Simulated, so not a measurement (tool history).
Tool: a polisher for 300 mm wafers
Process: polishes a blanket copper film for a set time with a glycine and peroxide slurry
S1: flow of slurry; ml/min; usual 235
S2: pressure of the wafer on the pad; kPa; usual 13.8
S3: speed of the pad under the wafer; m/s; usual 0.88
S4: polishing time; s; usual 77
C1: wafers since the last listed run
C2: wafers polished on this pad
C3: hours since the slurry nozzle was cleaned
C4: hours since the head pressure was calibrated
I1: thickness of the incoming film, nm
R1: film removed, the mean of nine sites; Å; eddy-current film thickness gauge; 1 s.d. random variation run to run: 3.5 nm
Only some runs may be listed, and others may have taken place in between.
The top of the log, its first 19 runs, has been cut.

run,day,S1,S2,S3,S4,C1,C2,C3,C4,I1,R1
# day 64.792: slurry nozzle cleaned
20,65.033,165,11.7,0.66,67,610,1927,5.8,341.1,1203.2,1623
21,67.221,235,13.8,0.88,77,431,2358,58.3,393.6,1209.8,2762
22,71.562,235,15.2,0.96,77,855,3214,162.5,497.8,1190.5,3226
23,73.621,235,15.2,0.96,77,405,3619,211.9,547.2,1202.6,3303
24,75.838,235,13.8,0.88,90,436,4056,265.1,600.4,1198.0,3340
# day 76.262: head pressure recalibrated
# day 79.417: worn pad replaced by a new one
25,79.438,235,13.8,0.88,77,660,4,351.5,76.2,1214.1,2670
26,81.883,235,15.9,0.88,77,482,486,410.2,134.9,1191.5,2976
27,83.938,295,13.8,0.88,59,404,890,459.5,184.2,1216.4,2080
28,88.254,235,17.2,0.98,77,850,1741,563.1,287.8,1189.7,3515
# day 89.592: slurry nozzle cleaned
29,92.388,280,13.8,0.88,77,806,2548,67.1,387.0,1222.1,2774
30,94.450,235,13.8,0.88,77,406,2954,116.6,436.5,1200.6,2813
31,98.421,235,13.8,0.88,77,782,3737,211.9,531.8,1185.5,2842
32,100.688,285,15.9,1.12,77,446,4183,266.3,586.2,1216.6,3997
# day 103.329: worn pad replaced by a new one
33,104.992,235,13.8,0.88,77,815,328,369.6,689.5,1208.4,2926
# day 105.550: head pressure recalibrated
# day 112.162: slurry nozzle cleaned
34,114.208,235,13.8,0.88,77,1791,2119,49.1,207.8,1196.6,2695
35,116.746,235,11.7,0.88,59,500,2619,110.0,268.7,1199.9,1816

Each row is a separate what-if for the run after 35, all from the same tool condition, not one after another. Results?
A,116.762,295,13.8,0.88,77,3,2623,110.4,269.1,1197.9,?
B,116.762,235,13.8,0.60,77,3,2623,110.4,269.1,1197.9,?
C,116.762,235,13.8,1.12,77,3,2623,110.4,269.1,1197.9,?

run,R1
A,2808
B,2087
C,3297
The same runs, with their run-to-run variation unchanged, on a tool lacking any hidden condition would have given:
run,R1
A,2814
B,2091
C,3304
